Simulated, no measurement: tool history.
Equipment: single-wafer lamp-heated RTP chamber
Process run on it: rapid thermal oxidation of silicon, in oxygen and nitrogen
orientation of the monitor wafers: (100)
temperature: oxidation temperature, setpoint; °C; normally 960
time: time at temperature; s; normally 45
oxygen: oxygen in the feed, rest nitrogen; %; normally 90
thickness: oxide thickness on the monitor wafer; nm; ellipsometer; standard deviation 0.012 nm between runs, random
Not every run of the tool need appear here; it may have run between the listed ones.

run	hour	temperature	time	oxygen	wafers since the last listed run	wafers since the last pyrometer calibration	hours since the oxygen flow controller was replaced	hours since the gauge calibration	read-back reference wafer on the same gauge, thickness	thickness
1	0	960	50	90	0	7535	3457.8	94.7	3.494	4.2
# hour 18.8: pyrometer window cleaned and pyrometer calibrated
2	102.2	960	50	90	753	666	3560	196.9	3.495	4.175
3	181.5	960	45	90	634	1300	3639.3	276.2	3.509	4.003
4	229.1	960	45	90	380	1681	3686.9	323.8	3.51	4.004
5	282	960	45	90	422	2104	3739.8	376.7	3.512	4.058
6	371.9	960	45	76	718	2823	3829.7	466.6	3.528	3.841
7	476.1	960	45	76	833	3656	3933.9	570.8	3.543	3.859
# hour 545.9: oxygen flow controller replaced
8	568.6	960	51	90	675	4331	22.7	663.3	3.551	4.288
9	622.6	938	52	71	431	4763	76.7	717.3	3.57	3.521
# hour 651.1: gauge calibrated
10	727.7	960	45	90	840	5603	181.8	76.6	3.507	4.041
11	832.1	951	26	74	834	6438	286.2	181	3.511	3.017
# hour 876.5: pyrometer window cleaned and pyrometer calibrated
12	903.2	960	45	90	504	213	357.3	252.1	3.519	4.038
13	939.9	989	45	72	293	507	394	288.8	3.513	4.609
14	1038.4	960	45	79	787	1294	492.5	387.3	3.526	3.905
15	1141	936	59	90	820	2115	595.1	489.9	3.541	3.843
16	1223	960	55	90	655	2770	677.1	571.9	3.548	4.392

How the hidden state differs across the entries between the runs, from the last listed run before each to the first after it:
Between runs 1 and 2: pyrometer window cleaned and pyrometer calibrated (hour 18.8)
  gauge reads high (%): -0.08 -> 0.038
  measured minus no-state result, thickness: -0.003 -> +0.001 nm
Between runs 7 and 8: oxygen flow controller replaced (hour 545.9)
  gauge reads high (%): 1.18 -> 1.63
  measured minus no-state result, thickness: +0.045 -> +0.069 nm
Between runs 9 and 10: gauge calibrated (hour 651.1)
  gauge reads high (%): 1.92 -> 0.223
  measured minus no-state result, thickness: +0.067 -> +0.009 nm
Between runs 11 and 12: pyrometer window cleaned and pyrometer calibrated (hour 876.5)
  gauge reads high (%): 0.33 -> 0.452
  measured minus no-state result, thickness: +0.01 -> +0.018 nm
